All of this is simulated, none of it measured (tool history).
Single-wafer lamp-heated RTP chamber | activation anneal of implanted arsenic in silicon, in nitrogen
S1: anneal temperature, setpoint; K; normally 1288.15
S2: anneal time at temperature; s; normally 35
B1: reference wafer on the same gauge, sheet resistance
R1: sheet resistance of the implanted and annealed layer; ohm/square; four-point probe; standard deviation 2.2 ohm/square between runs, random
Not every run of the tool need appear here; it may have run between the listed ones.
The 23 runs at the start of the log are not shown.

run	hour	S1	S2	B1	R1
24	1034.3	1315.15	42	346.53	357.96
25	1074.7	1263.15	18	345.91	396.87
26	1099.1	1300.15	35	345.55	370.68
# hour 1131.9: gauge calibrated
27	1149.5	1288.15	35	345.49	373.97
28	1204.9	1267.15	54	346.39	374.60
29	1244.1	1278.15	15	345.86	391.37
30	1285.8	1288.15	35	345.87	373.16
31	1338.0	1288.15	35	346.28	378.58
# hour 1391.8: pyrometer window cleaned and pyrometer calibrated
32	1396.6	1288.15	35	346.07	371.88
33	1445.8	1300.15	15	345.89	386.33
# hour 1487.6: reflector plate cleaned
34	1605.4	1288.15	35	346.22	377.84
35	1674.2	1304.15	20	346.65	378.21
36	1718.0	1288.15	24	344.82	381.34
37	1780.0	1305.15	54	345.45	360.54

4 ways to go on from here, each from the tool as it stands after run 37. What would each give?
A	1780.4	1288.15	35	?	?
B	1780.4	1280.15	15	?	?
C	1780.4	1268.15	46	?	?
D	1780.4	1271.15	35	?	?

run	B1	R1
A	346.40	378.24
B	346.40	394.45
C	346.40	382.27
D	346.40	385.46
Had the tool no hidden state, the same runs would have come out as:
run	R1
A	378.24
B	394.45
C	382.27
D	385.46

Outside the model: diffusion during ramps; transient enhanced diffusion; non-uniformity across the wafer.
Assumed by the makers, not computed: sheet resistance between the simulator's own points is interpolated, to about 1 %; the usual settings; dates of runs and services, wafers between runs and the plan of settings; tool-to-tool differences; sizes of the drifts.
